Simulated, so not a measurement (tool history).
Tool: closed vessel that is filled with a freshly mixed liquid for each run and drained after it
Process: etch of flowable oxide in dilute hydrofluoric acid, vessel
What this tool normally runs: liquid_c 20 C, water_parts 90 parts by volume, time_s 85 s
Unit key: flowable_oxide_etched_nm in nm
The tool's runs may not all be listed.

run     day  liquid_c  water_parts  time_s  read-back film thickness of the flowable oxide reference wafer, read on the same gauge (nm)  flowable_oxide_etched_nm
  1       0        20           75      85                                                                                        49.99                     37.11
  2   0.646        20           75      85                                                                                        49.99                     36.84
  3   1.321        20           80      85                                                                                        49.99                     34.51
  4   1.662        20           80      85                                                                                           50                     34.58
  5   1.925        20           80      85                                                                                        49.99                     34.44
  6   2.362        20           90      85                                                                                           50                     30.39
  7   2.758        20           90      85                                                                                        49.98                     30.19
  8   3.088        20           90      85                                                                                        49.99                     30.18
  9   3.458        20           90      85                                                                                           50                     30.12
 10   3.796        20           90      85                                                                                           50                     30.14
 11   4.167        20           90      85                                                                                        49.99                     30.28
      4.612  -- thermometer replaced
 12   4.646        20           90      85                                                                                        50.01                     28.04
      5.583  -- hydrofluoric acid flow meter replaced
 13   5.692        20           90      85                                                                                           50                     31.96
 14   7.725        20           90     115                                                                                        49.99                     43.61
 15   8.375      21.5           90     120                                                                                        50.01                     47.71
 16   8.671        20           90      55                                                                                        50.01                     20.88
 17   9.233        17           65      85                                                                                           50                     40.36
 18   9.746        20           90      85                                                                                           50                     32.04
     10.288  -- gauge calibrated
 19  10.329        17           90      50                                                                                        50.01                     16.54
 20  10.821        20           90      85                                                                                        49.98                     32.03
 21    11.5        17           90     125                                                                                           50                     41.57
 22  12.188        17           70     130                                                                                        49.99                      56.7
 23  12.542        20           90      85                                                                                        49.99                     32.25
 24  12.983        17           60     100                                                                                           50                     51.48
 25  13.658        20          110      60                                                                                        50.01                     18.05
 26   14.05        23           45      85                                                                                           50                     76.84

How would selected steps in flowable_oxide_etched_nm from run to run divide? Give the signed amount a tool lacking its hidden state would still show from settings, what came in and random variation, and the signed amount left for the hidden state, including any gauge scatter that is not in both of the compared results.
Hidden state at play: liquid hotter than its thermometer reads (K); hydrofluoric acid flow below the setpoint (%); gauge reads high (%).
Run 11 -> 12: thermometer replaced. flowable_oxide_etched_nm -2.24 nm: hidden state -2.55, all else +0.31.
Run 12 -> 13: hydrofluoric acid flow meter replaced. flowable_oxide_etched_nm +3.92 nm: hidden state +4.2, all else -0.28.
Run 24 -> 25: liquid_c 17 -> 20, water_parts 60 -> 110, time_s 100 -> 60. flowable_oxide_etched_nm -33.43 nm: hidden state -0.44, all else -32.99.
Run 25 -> 26: liquid_c 20 -> 23, water_parts 110 -> 45, time_s 60 -> 85. flowable_oxide_etched_nm +58.79 nm: hidden state +0.73, all else +58.06.

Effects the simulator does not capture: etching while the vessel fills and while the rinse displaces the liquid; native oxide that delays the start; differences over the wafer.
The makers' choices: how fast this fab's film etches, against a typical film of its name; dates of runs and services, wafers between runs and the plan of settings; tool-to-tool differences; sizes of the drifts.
